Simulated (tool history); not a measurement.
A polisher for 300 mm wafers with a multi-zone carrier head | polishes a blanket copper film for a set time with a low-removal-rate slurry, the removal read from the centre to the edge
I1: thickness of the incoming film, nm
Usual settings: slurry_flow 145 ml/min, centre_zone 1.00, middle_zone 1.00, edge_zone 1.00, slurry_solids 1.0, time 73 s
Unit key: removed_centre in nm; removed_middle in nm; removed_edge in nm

run 1 hour=0.0 | slurry_flow=145 centre_zone=1.00 middle_zone=1.00 edge_zone=1.00 slurry_solids=1.0 time=73 | I1=1505.3 | removed_centre=298.3 removed_middle=308.3 removed_edge=299.7
run 2 hour=85.6 | slurry_flow=145 centre_zone=1.00 middle_zone=1.00 edge_zone=1.00 slurry_solids=1.0 time=73 | I1=1506.8 | removed_centre=285.4 removed_middle=287.2 removed_edge=286.8
-- hour=185.7 slurry nozzle cleaned
-- hour=189.8 worn pad replaced by a new one
run 3 hour=190.3 | slurry_flow=145 centre_zone=1.00 middle_zone=1.00 edge_zone=1.00 slurry_solids=1.0 time=73 | I1=1518.0 | removed_centre=320.5 removed_middle=316.4 removed_edge=321.3
run 4 hour=287.2 | slurry_flow=145 centre_zone=1.00 middle_zone=1.00 edge_zone=1.00 slurry_solids=1.0 time=73 | I1=1516.6 | removed_centre=296.9 removed_middle=296.5 removed_edge=293.2
run 5 hour=379.4 | slurry_flow=145 centre_zone=1.00 middle_zone=1.00 edge_zone=1.00 slurry_solids=1.0 time=73 | I1=1505.0 | removed_centre=289.6 removed_middle=278.6 removed_edge=287.0
-- hour=422.8 worn pad replaced by a new one
run 6 hour=423.3 | slurry_flow=145 centre_zone=1.00 middle_zone=1.00 edge_zone=1.00 slurry_solids=1.0 time=73 | I1=1479.7 | removed_centre=323.9 removed_middle=326.1 removed_edge=322.7
-- hour=432.0 carrier head's membrane replaced by a new one
-- hour=484.2 edge zone pressure recalibrated
run 7 hour=511.1 | slurry_flow=145 centre_zone=1.00 middle_zone=1.00 edge_zone=1.00 slurry_solids=1.0 time=73 | I1=1493.6 | removed_centre=293.7 removed_middle=292.5 removed_edge=292.1
run 8 hour=582.5 | slurry_flow=145 centre_zone=1.00 middle_zone=1.00 edge_zone=1.00 slurry_solids=1.0 time=73 | I1=1497.5 | removed_centre=291.9 removed_middle=289.9 removed_edge=283.2
-- hour=633.2 worn pad replaced by a new one
run 9 hour=650.5 | slurry_flow=145 centre_zone=0.94 middle_zone=1.00 edge_zone=1.12 slurry_solids=1.0 time=73 | I1=1509.7 | removed_centre=293.8 removed_middle=314.1 removed_edge=331.2
run 10 hour=698.1 | slurry_flow=145 centre_zone=1.00 middle_zone=1.00 edge_zone=1.00 slurry_solids=1.0 time=73 | I1=1505.4 | removed_centre=300.1 removed_middle=304.7 removed_edge=298.7
run 11 hour=765.2 | slurry_flow=110 centre_zone=1.00 middle_zone=1.00 edge_zone=1.07 slurry_solids=1.0 time=73 | I1=1468.3 | removed_centre=273.1 removed_middle=276.9 removed_edge=285.7
run 12 hour=821.4 | slurry_flow=110 centre_zone=1.00 middle_zone=1.00 edge_zone=1.07 slurry_solids=1.0 time=73 | I1=1515.4 | removed_centre=262.1 removed_middle=267.9 removed_edge=278.7
-- hour=862.2 worn pad replaced by a new one
-- hour=907.5 centre zone pressure recalibrated
run 13 hour=910.0 | slurry_flow=145 centre_zone=0.94 middle_zone=1.00 edge_zone=1.12 slurry_solids=1.0 time=73 | I1=1493.5 | removed_centre=281.6 removed_middle=309.2 removed_edge=318.5
-- hour=929.6 slurry nozzle cleaned
run 14 hour=1006.0 | slurry_flow=145 centre_zone=0.95 middle_zone=1.00 edge_zone=1.00 slurry_solids=1.0 time=73 | I1=1488.8 | removed_centre=270.6 removed_middle=286.2 removed_edge=291.2
run 15 hour=1072.3 | slurry_flow=145 centre_zone=1.00 middle_zone=1.09 edge_zone=0.94 slurry_solids=0.8 time=73 | I1=1496.8 | removed_centre=260.2 removed_middle=284.3 removed_edge=256.2
-- hour=1088.4 worn pad replaced by a new one
run 16 hour=1117.1 | slurry_flow=145 centre_zone=1.00 middle_zone=0.96 edge_zone=1.00 slurry_solids=1.0 time=73 | I1=1508.0 | removed_centre=315.0 removed_middle=306.0 removed_edge=307.3
run 17 hour=1171.4 | slurry_flow=125 centre_zone=1.00 middle_zone=1.00 edge_zone=1.00 slurry_solids=1.0 time=73 | I1=1489.3 | removed_centre=280.9 removed_middle=288.1 removed_edge=293.4

Each row is a separate what-if for the run after 17, all from the same tool condition, not one after another. Results?
run A hour=1171.8 | slurry_flow=145 centre_zone=1.00 middle_zone=1.00 edge_zone=1.00 slurry_solids=1.0 time=73 | I1=1519.2 | removed_centre=? removed_middle=? removed_edge=?
run B hour=1171.8 | slurry_flow=145 centre_zone=0.88 middle_zone=1.00 edge_zone=1.00 slurry_solids=1.0 time=73 | I1=1519.2 | removed_centre=? removed_middle=? removed_edge=?
run C hour=1171.8 | slurry_flow=145 centre_zone=1.00 middle_zone=0.90 edge_zone=1.00 slurry_solids=1.0 time=73 | I1=1519.2 | removed_centre=? removed_middle=? removed_edge=?
run D hour=1171.8 | slurry_flow=145 centre_zone=1.00 middle_zone=1.00 edge_zone=0.91 slurry_solids=1.1 time=73 | I1=1519.2 | removed_centre=? removed_middle=? removed_edge=?
run E hour=1171.8 | slurry_flow=145 centre_zone=1.03 middle_zone=1.00 edge_zone=1.00 slurry_solids=1.0 time=92 | I1=1519.2 | removed_centre=? removed_middle=? removed_edge=?

run=A removed_centre=296.5 removed_middle=295.0 removed_edge=296.9
run=B removed_centre=260.7 removed_middle=295.2 removed_edge=296.9
run=C removed_centre=296.3 removed_middle=270.1 removed_edge=297.3
run=D removed_centre=306.8 removed_middle=305.2 removed_edge=295.9
run=E removed_centre=385.0 removed_middle=371.7 removed_edge=374.2
What these runs would have given with no unlogged condition in the tool:
run=A removed_centre=321.8 removed_middle=320.1 removed_edge=322.2
run=B removed_centre=282.9 removed_middle=320.3 removed_edge=322.2
run=C removed_centre=321.5 removed_middle=293.1 removed_edge=322.6
run=D removed_centre=332.9 removed_middle=331.2 removed_edge=321.1
run=E removed_centre=417.8 removed_middle=403.3 removed_edge=406.0
